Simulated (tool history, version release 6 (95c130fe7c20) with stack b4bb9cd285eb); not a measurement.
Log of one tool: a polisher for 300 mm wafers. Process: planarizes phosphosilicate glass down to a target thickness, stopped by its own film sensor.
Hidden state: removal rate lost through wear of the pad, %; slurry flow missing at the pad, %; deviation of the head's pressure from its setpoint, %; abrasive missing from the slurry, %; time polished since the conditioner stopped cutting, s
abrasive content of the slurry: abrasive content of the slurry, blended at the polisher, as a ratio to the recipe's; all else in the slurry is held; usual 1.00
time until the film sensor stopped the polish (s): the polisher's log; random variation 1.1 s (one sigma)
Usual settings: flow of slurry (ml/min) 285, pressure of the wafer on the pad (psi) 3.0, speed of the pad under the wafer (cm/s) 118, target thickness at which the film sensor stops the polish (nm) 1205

run   hour  flow of slurry (ml/min)  pressure of the wafer on the pad (psi)  speed of the pad under the wafer (cm/s)  abrasive content of the slurry  target thickness at which the film sensor stops the polish (nm)  wafers since the last listed run  wafers polished on this pad  hours since the slurry nozzle was cleaned  hours since the head pressure was calibrated  hours since the slurry blender was calibrated  hours since the conditioning disc was replaced  incoming thickness of the incoming film, nm  time until the film sensor stopped the polish (s)
  1    0.0                      285                                     3.0                                      118                            1.00                                                             1319                                 0                          553                                       42.4                                         692.4                                          340.9                                             2.8                                       1832.5                                               46.2
  2   34.9                      285                                     3.0                                      118                            1.00                                                             1319                               267                          821                                       77.3                                         727.3                                          375.8                                            37.7                                       1805.6                                               43.7
      45.2  -- slurry blender recalibrated
  3   47.2                      285                                     2.6                                      102                            1.00                                                             1328                                79                          900                                       89.6                                         739.6                                            2.0                                            50.0                                       1844.0                                               60.1
  4   67.3                      200                                     3.0                                      118                            0.90                                                             1205                               154                         1054                                      109.7                                         759.7                                           22.1                                            70.1                                       1830.0                                               61.2
  5   79.5                      195                                     3.0                                      118                            1.00                                                              992                                93                         1148                                      121.9                                         771.9                                           34.3                                            82.3                                       1800.1                                               77.7
  6  110.6                      230                                     2.5                                      118                            1.15                                                             1059                               238                         1387                                      153.0                                         803.0                                           65.4                                           113.4                                       1808.7                                               82.9
     133.3  -- worn pad replaced by a new one
  7  136.6                      285                                     3.0                                      118                            0.90                                                             1399                               168                           25                                      179.0                                         829.0                                           91.4                                           139.4                                       1792.0                                               36.0
     152.1  -- head pressure recalibrated
  8  159.0                      285                                     3.0                                      118                            1.00                                                             1205                               156                          181                                      201.4                                           6.9                                          113.8                                           161.8                                       1853.9                                               59.5
  9  183.1                      380                                     3.0                                      118                            1.00                                                             1205                               184                          366                                      225.5                                          31.0                                          137.9                                           185.9                                       1832.9                                               57.9
 10  197.2                      285                                     3.0                                      118                            1.10                                                             1205                               108                          474                                      239.6                                          45.1                                          152.0                                           200.0                                       1804.2                                               55.5
 11  225.4                      285                                     3.0                                      118                            1.00                                                             1205                               216                          691                                      267.8                                          73.3                                          180.2                                           228.2                                       1800.3                                               57.2
     234.0  -- slurry nozzle cleaned
     247.1  -- conditioning disc replaced and pad reconditioned
 12  248.8                      285                                     3.0                                      118                            1.00                                                             1274                               156                          847                                       14.8                                          96.7                                          203.6                                             1.7                                       1804.7                                               50.7
 13  275.6                      285                                     3.0                                      118                            0.90                                                             1399                               205                         1053                                       41.6                                         123.5                                          230.4                                            28.5                                       1815.9                                               41.4
 14  298.4                      285                                     3.0                                      118                            1.00                                                             1407                               175                         1228                                       64.4                                         146.3                                          253.2                                            51.3                                       1832.9                                               42.9
 15  314.3                      285                                     3.0                                      130                            0.85                                                             1091                               122                         1350                                       80.3                                         162.2                                          269.1                                            67.2                                       1816.6                                               72.9
 16  333.7                      285                                     3.0                                      118                            1.00                                                             1205                               148                         1499                                       99.7                                         181.6                                          288.5                                            86.6                                       1842.9                                               65.2
 17  368.2                      285                                     3.0                                      118                            1.00                                                             1205                               264                         1764                                      134.2                                         216.1                                          323.0                                           121.1                                       1789.7                                               63.7
     381.0  -- worn pad replaced by a new one
 18  396.1                      285                                     3.0                                      100                            1.00                                                             1363                               183                          115                                      162.1                                         244.0                                          350.9                                           149.0                                       1843.4                                               49.7
     403.6  -- slurry blender recalibrated
 19  430.0                      335                                     2.3                                      118                            1.00                                                             1205                               244                          360                                      196.0                                         277.9                                           26.4                                           182.9                                       1805.5                                               70.6
 20  454.4                      285                                     2.3                                      118                            1.10                                                             1205                               187                          547                                      220.4                                         302.3                                           50.8                                           207.3                                       1802.9                                               66.5
 21  473.8                      285                                     3.0                                      118                            1.00                                                             1205                               148                          696                                      239.8                                         321.7                                           70.2                                           226.7                                       1792.9                                               53.5
     497.0  -- conditioning disc replaced and pad reconditioned
 22  505.0                      285                                     3.0                                      118                            1.15                                                             1205                               224                          920                                      271.0                                         352.9                                          101.4                                             8.0                                       1814.4                                               52.6
     509.9  -- slurry nozzle cleaned
 23  533.1                      285                                     3.0                                      118                            1.00                                                             1205                               208                         1128                                       23.2                                         381.0                                          129.5                                            36.1                                       1837.0                                               59.5
 24  558.6                      285                                     3.6                                      118                            1.00                                                             1205                               195                         1324                                       48.7                                         406.5                                          155.0                                            61.6                                       1803.7                                               48.6
 25  571.3                      240                                     3.9                                      144                            1.00                                                             1205                                97                         1422                                       61.4                                         419.2                                          167.7                                            74.3                                       1826.3                                               40.5

The tool's hidden state at each run:
slurry flow missing at the pad, %: 0 in every run
abrasive missing from the slurry, %: 0 in every run
time polished since the conditioner stopped cutting, s: 0 in every run
H1: removal rate lost through wear of the pad, %
H2: deviation of the head's pressure from its setpoint, %
run     H1     H2
  1   3.67   8.59
  2   5.54   9.03
  3   6.37   9.18
  4   7.91   9.44
  5   8.96   9.59
  6     12   9.99
  7   1.37   10.3
  8   1.56  0.207
  9   2.09  0.513
 10   2.55  0.692
 11   3.83   1.05
 12   5.23   1.35
 13   7.24   1.69
 14   9.27   1.98
 15   10.9   2.18
 16     13   2.43
 17   17.4   2.86
 18  0.464   3.22
 19   1.09   3.65
 20   1.96   3.96
 21   2.89    4.2
 22   4.85    4.6
 23    7.1   4.96
 24   9.54   5.28
 25   10.9   5.44
